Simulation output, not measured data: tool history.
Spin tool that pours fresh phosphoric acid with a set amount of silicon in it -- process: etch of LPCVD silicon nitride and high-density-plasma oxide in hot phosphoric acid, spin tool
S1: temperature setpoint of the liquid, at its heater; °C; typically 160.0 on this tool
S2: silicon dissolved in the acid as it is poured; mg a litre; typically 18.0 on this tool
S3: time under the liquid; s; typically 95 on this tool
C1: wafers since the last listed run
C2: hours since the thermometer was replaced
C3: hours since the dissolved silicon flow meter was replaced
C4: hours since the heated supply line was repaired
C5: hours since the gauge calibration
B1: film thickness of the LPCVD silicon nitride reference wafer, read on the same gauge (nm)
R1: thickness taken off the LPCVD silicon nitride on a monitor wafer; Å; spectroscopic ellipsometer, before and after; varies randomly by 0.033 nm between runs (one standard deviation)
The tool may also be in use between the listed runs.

| run | day | S1 | S2 | S3 | C1 | C2 | C3 | C4 | C5 | B1 | R1 |
|---|---|---|---|---|---|---|---|---|---|---|---|
| 1 | 0.000 | 160.0 | 18.0 | 95 | 0 | 900.5 | 1389.1 | 1469.7 | 223.0 | 90.02 | 67.6 |
| 2 | 1.771 | 160.0 | 18.0 | 95 | 365 | 943.0 | 1431.6 | 1512.2 | 265.5 | 90.00 | 67.3 |
| 3 | 5.900 | 160.0 | 18.0 | 95 | 852 | 1042.1 | 1530.7 | 1611.3 | 364.6 | 90.02 | 66.4 |
| 4 | 8.800 | 160.0 | 18.0 | 95 | 598 | 1111.7 | 1600.3 | 1680.9 | 434.2 | 90.02 | 66.6 |
|  | 15.696 | gauge calibrated |
|  | 15.812 | thermometer replaced |
|  | 17.750 | heated supply line repaired |
| 5 | 20.058 | 160.0 | 18.0 | 95 | 2306 | 101.9 | 1870.5 | 55.4 | 104.7 | 90.00 | 73.1 |
|  | 23.592 | dissolved silicon flow meter replaced |
| 6 | 24.025 | 160.0 | 18.0 | 95 | 810 | 197.1 | 10.4 | 150.6 | 199.9 | 89.99 | 73.1 |
| 7 | 25.579 | 160.0 | 18.0 | 95 | 320 | 234.4 | 47.7 | 187.9 | 237.2 | 90.00 | 72.3 |
| 8 | 27.108 | 158.0 | 5.5 | 65 | 315 | 271.1 | 84.4 | 224.6 | 273.9 | 89.98 | 46.5 |
| 9 | 28.696 | 158.0 | 27.5 | 125 | 327 | 309.2 | 122.5 | 262.7 | 312.0 | 90.00 | 88.8 |
| 10 | 33.092 | 160.0 | 18.0 | 95 | 907 | 414.7 | 228.0 | 368.2 | 417.5 | 90.01 | 72.0 |
| 11 | 35.838 | 160.0 | 18.0 | 75 | 566 | 480.6 | 293.9 | 434.1 | 483.4 | 90.02 | 56.5 |
| 12 | 39.283 | 158.0 | 26.0 | 60 | 711 | 563.3 | 376.6 | 516.8 | 566.1 | 89.99 | 42.1 |
|  | 42.762 | gauge calibrated |
| 13 | 43.575 | 160.0 | 18.0 | 95 | 885 | 666.3 | 479.6 | 619.8 | 19.5 | 90.00 | 70.6 |
| 14 | 47.296 | 160.0 | 4.5 | 65 | 768 | 755.6 | 568.9 | 709.1 | 108.8 | 89.98 | 48.4 |

4 ways to go on from here, each from the tool as it stands after run 14. What would each give?
| A | 47.312 | 160.0 | 6.5 | 95 | 3 | 756.0 | 569.3 | 709.5 | 109.2 | ? | ? |
| B | 47.312 | 160.0 | 24.5 | 95 | 3 | 756.0 | 569.3 | 709.5 | 109.2 | ? | ? |
| C | 47.312 | 157.0 | 26.5 | 55 | 3 | 756.0 | 569.3 | 709.5 | 109.2 | ? | ? |
| D | 47.312 | 157.5 | 11.0 | 65 | 3 | 756.0 | 569.3 | 709.5 | 109.2 | ? | ? |

| run | B1 | R1 |
|---|---|---|
| A | 90.02 | 70.1 |
| B | 90.02 | 70.1 |
| C | 90.02 | 36.6 |
| D | 90.02 | 44.0 |
Stripped of hidden state, with their random variation kept, the same runs would have yielded:
| run | R1 |
|---|---|
| A | 73.6 |
| B | 73.6 |
| C | 38.5 |
| D | 46.3 |
